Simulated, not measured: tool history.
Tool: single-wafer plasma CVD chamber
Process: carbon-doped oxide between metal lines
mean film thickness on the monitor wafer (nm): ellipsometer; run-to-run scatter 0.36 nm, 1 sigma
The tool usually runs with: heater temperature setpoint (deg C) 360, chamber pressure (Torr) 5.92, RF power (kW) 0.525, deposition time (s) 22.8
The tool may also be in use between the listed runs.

run	hour	heater temperature setpoint (deg C)	chamber pressure (Torr)	RF power (kW)	deposition time (s)	wafers since the last listed run	hours since the last thermocouple change	hours since the last RF generator calibration	hours since the last manometer calibration	hours since the showerhead was replaced	hours since the gauge calibration	read-back reference wafer on the same gauge, thickness_nm	mean film thickness on the monitor wafer (nm)
1	0	360	5.92	0.525	22.8	0	993.6	1110.4	1644.2	5733.2	511.6	104.93	117.315
2	20.9	360	5.92	0.525	22.8	628	1014.5	1131.3	1665.1	5754.1	532.5	105.01	118.06
3	52.3	360	5.92	0.525	22.8	943	1045.9	1162.7	1696.5	5785.5	563.9	104.947	117.048
4	83.3	360	5.92	0.525	22.8	931	1076.9	1193.7	1727.5	5816.5	594.9	105.055	117.398
5	106.7	360	5.92	0.525	22.8	703	1100.3	1217.1	1750.9	5839.9	618.3	105.006	117.171
6	122.7	360	5.92	0.525	22.8	480	1116.3	1233.1	1766.9	5855.9	634.3	104.933	117.478
7	143.2	360	5.92	0.525	22.8	616	1136.8	1253.6	1787.4	5876.4	654.8	105.02	117.46
8	166.4	360	5.92	0.525	22.8	697	1160	1276.8	1810.6	5899.6	678	105.004	117.007
# hour 202.3: RF generator calibrated
9	202.8	360	5.92	0.525	22.8	853	1196.4	0.5	1847	5936	714.4	104.991	118.154
# hour 214.6: gauge calibrated
10	225.7	360	5.92	0.525	25	688	1219.3	23.4	1869.9	5958.9	11.1	104.974	128.232
11	257.9	360	5.92	0.525	25	967	1251.5	55.6	1902.1	5991.1	43.3	105.024	127.833
12	280.9	360	5.92	0.525	25	691	1274.5	78.6	1925.1	6014.1	66.3	104.975	128.329
# hour 294.6: capacitance manometer re-zeroed and calibrated
13	303.6	360	5.92	0.475	24.4	441	1297.2	101.3	9	6036.8	89	105.006	121.337
14	335.2	360	6.86	0.63	26.8	949	1328.8	132.9	40.6	6068.4	120.6	105.041	149.46
15	350.8	371	4.74	0.55	21.3	468	1344.4	148.5	56.2	6084	136.2	104.994	106.161
16	365.1	347	5.92	0.605	22.8	429	1358.7	162.8	70.5	6098.3	150.5	104.983	128.06
17	381.6	354	7	0.465	22.8	496	1375.2	179.3	87	6114.8	167	105.009	116.522
18	414.8	347	6.37	0.495	22.8	998	1408.4	212.5	120.2	6148	200.2	104.99	121.205
19	433.4	354	4.79	0.6	25.3	559	1427	231.1	138.8	6166.6	218.8	105.026	134.751
# hour 443.9: thermocouple changed; heater temperature recalibrated
20	448.6	371	6.7	0.525	22.8	216	4.7	246.3	154	6181.8	234	105.029	115.801
21	463.5	360	5.92	0.525	22.8	447	19.6	261.2	168.9	6196.7	248.9	104.983	117.885
22	479.4	360	5.92	0.525	22.8	477	35.5	277.1	184.8	6212.6	264.8	104.996	117.85
# hour 507.9: showerhead replaced
23	508.4	360	5.92	0.525	22.8	631	64.5	306.1	213.8	0.5	293.8	105.015	117.864
24	518.6	374	4.87	0.525	22.8	306	74.7	316.3	224	10.7	304	105.017	110.766
25	615.3	360	7.28	0.57	19.6	2906	171.4	413	320.7	107.4	400.7	105.046	106.341
26	630.6	360	5.92	0.525	22.8	459	186.7	428.3	336	122.7	416	104.988	117.893
27	647	355	5.92	0.485	22.8	493	203.1	444.7	352.4	139.1	432.4	104.988	115.917
28	680.9	371	6.66	0.6	24.1	1019	237	478.6	386.3	173	466.3	105	127.921
29	695.4	354	4.73	0.435	19.6	435	251.5	493.1	400.8	187.5	480.8	105.034	93.769

Exercise: give the hidden state of the tool at every run:
wafer temperature above the value expected at the setpoint (K): 0 on each run
delivered RF power above the setpoint (%): 0 on each run
true pressure above the setpoint (%): 0 on each run
gauge reads high (%): 0 on each run
